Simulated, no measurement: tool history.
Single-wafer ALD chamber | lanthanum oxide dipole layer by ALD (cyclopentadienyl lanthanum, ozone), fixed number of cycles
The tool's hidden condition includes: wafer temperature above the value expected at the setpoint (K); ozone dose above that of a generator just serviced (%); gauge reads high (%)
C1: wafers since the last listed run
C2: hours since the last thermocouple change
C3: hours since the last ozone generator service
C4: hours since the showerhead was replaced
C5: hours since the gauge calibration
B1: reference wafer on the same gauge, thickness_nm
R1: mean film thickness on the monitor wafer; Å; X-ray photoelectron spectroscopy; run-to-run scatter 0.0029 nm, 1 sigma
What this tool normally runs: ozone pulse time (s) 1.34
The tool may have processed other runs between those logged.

run 1 hour=0.0 | ozone_pulse_time_(s)=1.34 | C1=0 C2=1741.2 C3=956.1 C4=5284.4 C5=1651.8 | B1=0.472 | R1=5.43
run 2 hour=97.0 | ozone_pulse_time_(s)=1.34 | C1=1036 C2=1838.2 C3=1053.1 C4=5381.4 C5=1748.8 | B1=0.473 | R1=5.38
run 3 hour=164.0 | ozone_pulse_time_(s)=1.34 | C1=716 C2=1905.2 C3=1120.1 C4=5448.4 C5=1815.8 | B1=0.472 | R1=5.37
run 4 hour=259.4 | ozone_pulse_time_(s)=1.34 | C1=1019 C2=2000.6 C3=1215.5 C4=5543.8 C5=1911.2 | B1=0.471 | R1=5.33
run 5 hour=342.1 | ozone_pulse_time_(s)=1.34 | C1=884 C2=2083.3 C3=1298.2 C4=5626.5 C5=1993.9 | B1=0.472 | R1=5.36
run 6 hour=627.4 | ozone_pulse_time_(s)=1.34 | C1=3050 C2=2368.6 C3=1583.5 C4=5911.8 C5=2279.2 | B1=0.472 | R1=5.25
run 7 hour=722.4 | ozone_pulse_time_(s)=1.49 | C1=1015 C2=2463.6 C3=1678.5 C4=6006.8 C5=2374.2 | B1=0.472 | R1=5.43
-- hour=750.0 thermocouple changed; heater temperature recalibrated
-- hour=783.8 showerhead replaced
run 8 hour=826.3 | ozone_pulse_time_(s)=1.34 | C1=939 C2=76.3 C3=1782.4 C4=42.5 C5=2478.1 | B1=0.473 | R1=5.24
-- hour=841.7 ozone generator serviced
run 9 hour=931.1 | ozone_pulse_time_(s)=1.34 | C1=1034 C2=181.1 C3=89.4 C4=147.3 C5=2582.9 | B1=0.472 | R1=5.04
run 10 hour=992.6 | ozone_pulse_time_(s)=1.34 | C1=657 C2=242.6 C3=150.9 C4=208.8 C5=2644.4 | B1=0.473 | R1=5.04
run 11 hour=1049.6 | ozone_pulse_time_(s)=1.34 | C1=609 C2=299.6 C3=207.9 C4=265.8 C5=2701.4 | B1=0.472 | R1=5.03
run 12 hour=1103.9 | ozone_pulse_time_(s)=1.34 | C1=580 C2=353.9 C3=262.2 C4=320.1 C5=2755.7 | B1=0.471 | R1=5.03
run 13 hour=1190.9 | ozone_pulse_time_(s)=1.34 | C1=930 C2=440.9 C3=349.2 C4=407.1 C5=2842.7 | B1=0.472 | R1=5.01
run 14 hour=1346.9 | ozone_pulse_time_(s)=1.34 | C1=1667 C2=596.9 C3=505.2 C4=563.1 C5=2998.7 | B1=0.472 | R1=4.99
run 15 hour=1408.8 | ozone_pulse_time_(s)=1.51 | C1=661 C2=658.8 C3=567.1 C4=625.0 C5=3060.6 | B1=0.472 | R1=5.16
-- hour=1421.6 ozone generator serviced, repeated, since the last time left the tool worse
run 16 hour=1498.6 | ozone_pulse_time_(s)=1.81 | C1=874 C2=748.6 C3=77.0 C4=714.8 C5=3150.4 | B1=0.472 | R1=5.64
run 17 hour=1535.5 | ozone_pulse_time_(s)=1.08 | C1=394 C2=785.5 C3=113.9 C4=751.7 C5=3187.3 | B1=0.472 | R1=5.18
run 18 hour=1593.3 | ozone_pulse_time_(s)=1.58 | C1=617 C2=843.3 C3=171.7 C4=809.5 C5=3245.1 | B1=0.471 | R1=5.63
run 19 hour=1643.5 | ozone_pulse_time_(s)=1.34 | C1=536 C2=893.5 C3=221.9 C4=859.7 C5=3295.3 | B1=0.471 | R1=5.46
run 20 hour=1742.4 | ozone_pulse_time_(s)=1.83 | C1=1057 C2=992.4 C3=320.8 C4=958.6 C5=3394.2 | B1=0.472 | R1=5.69
run 21 hour=1839.6 | ozone_pulse_time_(s)=1.04 | C1=1039 C2=1089.6 C3=418.0 C4=1055.8 C5=3491.4 | B1=0.472 | R1=5.21
run 22 hour=1928.3 | ozone_pulse_time_(s)=1.02 | C1=948 C2=1178.3 C3=506.7 C4=1144.5 C5=3580.1 | B1=0.470 | R1=5.16
run 23 hour=2019.5 | ozone_pulse_time_(s)=1.34 | C1=974 C2=1269.5 C3=597.9 C4=1235.7 C5=3671.3 | B1=0.471 | R1=5.42
run 24 hour=2097.0 | ozone_pulse_time_(s)=0.81 | C1=828 C2=1347.0 C3=675.4 C4=1313.2 C5=3748.8 | B1=0.471 | R1=4.88
-- hour=2125.4 gauge calibrated
run 25 hour=2190.2 | ozone_pulse_time_(s)=1.65 | C1=996 C2=1440.2 C3=768.6 C4=1406.4 C5=64.8 | B1=0.472 | R1=5.63
run 26 hour=2268.8 | ozone_pulse_time_(s)=1.70 | C1=840 C2=1518.8 C3=847.2 C4=1485.0 C5=143.4 | B1=0.472 | R1=5.61
run 27 hour=2335.2 | ozone_pulse_time_(s)=0.98 | C1=709 C2=1585.2 C3=913.6 C4=1551.4 C5=209.8 | B1=0.472 | R1=5.00
run 28 hour=2439.8 | ozone_pulse_time_(s)=1.14 | C1=1118 C2=1689.8 C3=1018.2 C4=1656.0 C5=314.4 | B1=0.472 | R1=5.18
run 29 hour=2487.7 | ozone_pulse_time_(s)=1.59 | C1=512 C2=1737.7 C3=1066.1 C4=1703.9 C5=362.3 | B1=0.473 | R1=5.56
run 30 hour=2587.5 | ozone_pulse_time_(s)=1.72 | C1=1066 C2=1837.5 C3=1165.9 C4=1803.7 C5=462.1 | B1=0.471 | R1=5.61
run 31 hour=2805.5 | ozone_pulse_time_(s)=1.34 | C1=2330 C2=2055.5 C3=1383.9 C4=2021.7 C5=680.1 | B1=0.472 | R1=5.37
run 32 hour=2889.5 | ozone_pulse_time_(s)=1.79 | C1=898 C2=2139.5 C3=1467.9 C4=2105.7 C5=764.1 | B1=0.472 | R1=5.60
run 33 hour=2967.4 | ozone_pulse_time_(s)=1.34 | C1=832 C2=2217.4 C3=1545.8 C4=2183.6 C5=842.0 | B1=0.472 | R1=5.32

Below are 5 alternative next runs, each starting from the tool's condition after run 33. Predict each:
run A hour=2967.8 | ozone_pulse_time_(s)=1.34 | C1=4 C2=2217.8 C3=1546.2 C4=2184.0 C5=842.4 | B1=? | R1=?
run B hour=2967.8 | ozone_pulse_time_(s)=0.84 | C1=4 C2=2217.8 C3=1546.2 C4=2184.0 C5=842.4 | B1=? | R1=?
run C hour=2967.8 | ozone_pulse_time_(s)=0.83 | C1=4 C2=2217.8 C3=1546.2 C4=2184.0 C5=842.4 | B1=? | R1=?
run D hour=2967.8 | ozone_pulse_time_(s)=0.88 | C1=4 C2=2217.8 C3=1546.2 C4=2184.0 C5=842.4 | B1=? | R1=?
run E hour=2967.8 | ozone_pulse_time_(s)=1.55 | C1=4 C2=2217.8 C3=1546.2 C4=2184.0 C5=842.4 | B1=? | R1=?

run=A B1=0.473 R1=5.30
run=B B1=0.473 R1=4.67
run=C B1=0.473 R1=4.66
run=D B1=0.473 R1=4.74
run=E B1=0.473 R1=5.46
Had the tool no hidden state, the same runs would have come out as:
run=A R1=5.50
run=B R1=4.97
run=C R1=4.95
run=D R1=5.03
run=E R1=5.62
